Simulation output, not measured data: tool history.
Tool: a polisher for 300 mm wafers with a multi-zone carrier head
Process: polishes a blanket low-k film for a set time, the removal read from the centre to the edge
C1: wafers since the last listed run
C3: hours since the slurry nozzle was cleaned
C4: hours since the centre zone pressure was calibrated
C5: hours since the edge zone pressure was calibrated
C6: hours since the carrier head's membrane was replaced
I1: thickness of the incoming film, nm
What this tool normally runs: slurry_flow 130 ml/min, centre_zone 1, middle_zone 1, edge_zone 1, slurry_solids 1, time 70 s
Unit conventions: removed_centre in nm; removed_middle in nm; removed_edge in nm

{"run": 1, "day": 0.0, "slurry_flow": 130, "centre_zone": 1, "middle_zone": 1, "edge_zone": 1, "slurry_solids": 1, "time": 70, "C1": 0, "wafers polished on this pad": 2562, "C3": 129.8, "C4": 459.6, "C5": 676.8, "C6": 774.6, "I1": 560.7, "removed_centre": 37, "removed_middle": 35.1, "removed_edge": 35.2}
{"day": 2.188, "done": "worn pad replaced by a new one"}
{"run": 2, "day": 2.838, "slurry_flow": 130, "centre_zone": 0.95, "middle_zone": 1, "edge_zone": 0.97, "slurry_solids": 1, "time": 70, "C1": 742, "wafers polished on this pad": 181, "C3": 197.9, "C4": 527.7, "C5": 744.9, "C6": 842.7, "I1": 557.5, "removed_centre": 41, "removed_middle": 40.1, "removed_edge": 39.8}
{"day": 3.571, "done": "centre zone pressure recalibrated"}
{"run": 3, "day": 5.592, "slurry_flow": 130, "centre_zone": 0.95, "middle_zone": 1, "edge_zone": 0.97, "slurry_solids": 1, "time": 70, "C1": 742, "wafers polished on this pad": 923, "C3": 264, "C4": 48.5, "C5": 811, "C6": 908.8, "I1": 548.8, "removed_centre": 38.7, "removed_middle": 39.3, "removed_edge": 38.9}
{"run": 4, "day": 8.412, "slurry_flow": 130, "centre_zone": 1, "middle_zone": 1.09, "edge_zone": 1, "slurry_solids": 1, "time": 70, "C1": 784, "wafers polished on this pad": 1708, "C3": 331.7, "C4": 116.2, "C5": 878.7, "C6": 976.5, "I1": 563, "removed_centre": 39, "removed_middle": 40.1, "removed_edge": 38.2}
{"run": 5, "day": 10.888, "slurry_flow": 130, "centre_zone": 1, "middle_zone": 1, "edge_zone": 1, "slurry_solids": 1, "time": 70, "C1": 688, "wafers polished on this pad": 2396, "C3": 391.1, "C4": 175.6, "C5": 938.1, "C6": 1035.9, "I1": 561, "removed_centre": 36.7, "removed_middle": 36.4, "removed_edge": 36.3}
{"day": 11.833, "done": "worn pad replaced by a new one"}
{"run": 6, "day": 13.021, "slurry_flow": 130, "centre_zone": 1, "middle_zone": 1, "edge_zone": 1, "slurry_solids": 1, "time": 70, "C1": 546, "wafers polished on this pad": 329, "C3": 442.3, "C4": 226.8, "C5": 989.3, "C6": 1087.1, "I1": 560.8, "removed_centre": 40.7, "removed_middle": 40.4, "removed_edge": 39.5}
{"run": 7, "day": 14.183, "slurry_flow": 130, "centre_zone": 1.06, "middle_zone": 1, "edge_zone": 1, "slurry_solids": 1, "time": 70, "C1": 323, "wafers polished on this pad": 653, "C3": 470.2, "C4": 254.7, "C5": 1017.2, "C6": 1115, "I1": 567.9, "removed_centre": 42.4, "removed_middle": 40.2, "removed_edge": 39.9}
{"run": 8, "day": 16.121, "slurry_flow": 130, "centre_zone": 1.06, "middle_zone": 1, "edge_zone": 1, "slurry_solids": 1, "time": 70, "C1": 538, "wafers polished on this pad": 1191, "C3": 516.7, "C4": 301.2, "C5": 1063.7, "C6": 1161.5, "I1": 552.3, "removed_centre": 41, "removed_middle": 39.7, "removed_edge": 38.8}
{"run": 9, "day": 18.042, "slurry_flow": 130, "centre_zone": 1.06, "middle_zone": 1, "edge_zone": 1, "slurry_solids": 1, "time": 70, "C1": 534, "wafers polished on this pad": 1725, "C3": 562.8, "C4": 347.3, "C5": 1109.8, "C6": 1207.6, "I1": 558.2, "removed_centre": 41.2, "removed_middle": 37.7, "removed_edge": 37.7}
{"run": 10, "day": 19.188, "slurry_flow": 130, "centre_zone": 1, "middle_zone": 1, "edge_zone": 1, "slurry_solids": 1, "time": 70, "C1": 318, "wafers polished on this pad": 2044, "C3": 590.3, "C4": 374.8, "C5": 1137.3, "C6": 1235.1, "I1": 559.1, "removed_centre": 39.1, "removed_middle": 37.2, "removed_edge": 37.3}
{"day": 20.529, "done": "slurry nozzle cleaned"}
{"day": 21.071, "done": "worn pad replaced by a new one"}
{"run": 11, "day": 21.962, "slurry_flow": 130, "centre_zone": 0.94, "middle_zone": 1.07, "edge_zone": 1, "slurry_solids": 1.25, "time": 70, "C1": 713, "wafers polished on this pad": 247, "C3": 34.4, "C4": 441.4, "C5": 1203.9, "C6": 1301.7, "I1": 565, "removed_centre": 45.7, "removed_middle": 46.8, "removed_edge": 43}
{"day": 22.092, "done": "centre zone pressure recalibrated"}
{"day": 24.338, "done": "edge zone pressure recalibrated"}
{"run": 12, "day": 24.683, "slurry_flow": 130, "centre_zone": 1, "middle_zone": 1, "edge_zone": 0.91, "slurry_solids": 1, "time": 70, "C1": 710, "wafers polished on this pad": 958, "C3": 99.7, "C4": 62.2, "C5": 8.3, "C6": 1367, "I1": 563.6, "removed_centre": 39, "removed_middle": 38.9, "removed_edge": 37.1}
{"day": 25.838, "done": "carrier head's membrane replaced by a new one"}
{"run": 13, "day": 25.938, "slurry_flow": 130, "centre_zone": 0.91, "middle_zone": 1, "edge_zone": 1, "slurry_solids": 1, "time": 70, "C1": 290, "wafers polished on this pad": 1248, "C3": 129.8, "C4": 92.3, "C5": 38.4, "C6": 2.4, "I1": 553.4, "removed_centre": 35.9, "removed_middle": 38.9, "removed_edge": 38.3}
{"run": 14, "day": 27.383, "slurry_flow": 130, "centre_zone": 0.91, "middle_zone": 1, "edge_zone": 0.92, "slurry_solids": 1, "time": 70, "C1": 401, "wafers polished on this pad": 1650, "C3": 164.5, "C4": 127, "C5": 73.1, "C6": 37.1, "I1": 556.4, "removed_centre": 35.8, "removed_middle": 37.6, "removed_edge": 36.3}
{"run": 15, "day": 30.288, "slurry_flow": 130, "centre_zone": 0.89, "middle_zone": 1, "edge_zone": 1, "slurry_solids": 1, "time": 70, "C1": 807, "wafers polished on this pad": 2458, "C3": 234.2, "C4": 196.7, "C5": 142.8, "C6": 106.8, "I1": 559.7, "removed_centre": 33.6, "removed_middle": 35.4, "removed_edge": 35.8}
{"day": 31.512, "done": "worn pad replaced by a new one"}
{"run": 16, "day": 32.742, "slurry_flow": 130, "centre_zone": 1, "middle_zone": 0.95, "edge_zone": 1, "slurry_solids": 1, "time": 70, "C1": 636, "wafers polished on this pad": 341, "C3": 293.1, "C4": 255.6, "C5": 201.7, "C6": 165.7, "I1": 558.4, "removed_centre": 41.1, "removed_middle": 38.4, "removed_edge": 39.8}
{"run": 17, "day": 34.908, "slurry_flow": 130, "centre_zone": 1, "middle_zone": 1, "edge_zone": 1, "slurry_solids": 1, "time": 70, "C1": 602, "wafers polished on this pad": 943, "C3": 345.1, "C4": 307.6, "C5": 253.7, "C6": 217.7, "I1": 559.2, "removed_centre": 39.4, "removed_middle": 39.9, "removed_edge": 39.2}

Predict the results of run 18:
{"run": 18, "day": 37.492, "slurry_flow": 165, "centre_zone": 0.96, "middle_zone": 0.94, "edge_zone": 0.89, "slurry_solids": 1, "time": 70, "C1": 718, "wafers polished on this pad": 1662, "C3": 407.1, "C4": 369.6, "C5": 315.7, "C6": 279.7, "I1": 566.6, "removed_centre": "?", "removed_middle": "?", "removed_edge": "?"}

removed_centre: 39.9 nm
removed_middle: 37.5 nm
removed_edge: 37.3 nm
Were there no unlogged condition in the tool, this run, its random variation unchanged, would have produced removed_centre 39.8 nm, removed_middle 39.8 nm, removed_edge 39.5 nm.
